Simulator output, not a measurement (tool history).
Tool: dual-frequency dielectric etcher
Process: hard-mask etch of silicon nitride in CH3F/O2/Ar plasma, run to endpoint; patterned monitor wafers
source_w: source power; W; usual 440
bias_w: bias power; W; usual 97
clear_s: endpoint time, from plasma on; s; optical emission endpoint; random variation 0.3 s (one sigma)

| run | hour | source_w | bias_w | incoming incoming film thickness, nm | clear_s |
|---|---|---|---|---|---|
| 1 | 0.0 | 440 | 88 | 32.50 | 37.5 |
| 2 | 60.7 | 440 | 88 | 32.51 | 38.3 |
| 3 | 122.1 | 440 | 88 | 32.46 | 37.6 |
| 4 | 157.4 | 440 | 97 | 32.04 | 35.6 |
| 5 | 212.1 | 440 | 97 | 32.20 | 36.3 |
| 6 | 242.7 | 440 | 97 | 32.45 | 36.9 |
| 7 | 275.1 | 400 | 97 | 31.97 | 36.5 |
| 8 | 327.8 | 400 | 97 | 32.16 | 36.5 |
| 9 | 369.6 | 440 | 86 | 32.26 | 37.9 |
| 10 | 422.9 | 440 | 86 | 32.49 | 38.0 |
| 11 | 487.7 | 440 | 86 | 32.48 | 38.0 |
| 12 | 520.0 | 520 | 115 | 32.18 | 32.7 |
|  | 527.8 | bias power generator calibrated |
| 13 | 574.5 | 520 | 118 | 32.38 | 32.0 |
|  | 644.7 | wet clean of the chamber |
| 14 | 645.2 | 350 | 107 | 32.63 | 37.7 |
|  | 711.1 | upper electrode replaced |
| 15 | 711.6 | 440 | 97 | 32.23 | 35.5 |
| 16 | 738.6 | 480 | 114 | 32.15 | 33.6 |
| 17 | 791.0 | 520 | 90 | 32.49 | 36.5 |
| 18 | 839.7 | 330 | 77 | 31.97 | 42.6 |
|  | 856.0 | source power generator calibrated |
| 19 | 888.1 | 440 | 97 | 32.35 | 36.6 |
| 20 | 951.1 | 490 | 77 | 32.04 | 37.5 |
| 21 | 1015.9 | 490 | 77 | 32.14 | 37.9 |
| 22 | 1047.3 | 440 | 110 | 31.87 | 34.3 |
| 23 | 1117.8 | 440 | 86 | 32.28 | 37.8 |

5 ways to go on from here, each from the tool as it stands after run 23. What would each give?
| A | 1118.2 | 380 | 97 | 32.12 | ? |
| B | 1118.2 | 500 | 120 | 32.12 | ? |
| C | 1118.2 | 440 | 73 | 32.12 | ? |
| D | 1118.2 | 400 | 86 | 32.12 | ? |
| E | 1118.2 | 380 | 110 | 32.12 | ? |

| run | clear_s |
|---|---|
| A | 37.7 |
| B | 32.3 |
| C | 40.1 |
| D | 38.8 |
| E | 35.9 |
Without the tool's hidden state the same runs would have given:
| run | clear_s |
|---|---|
| A | 37.7 |
| B | 32.3 |
| C | 40.1 |
| D | 38.8 |
| E | 35.9 |
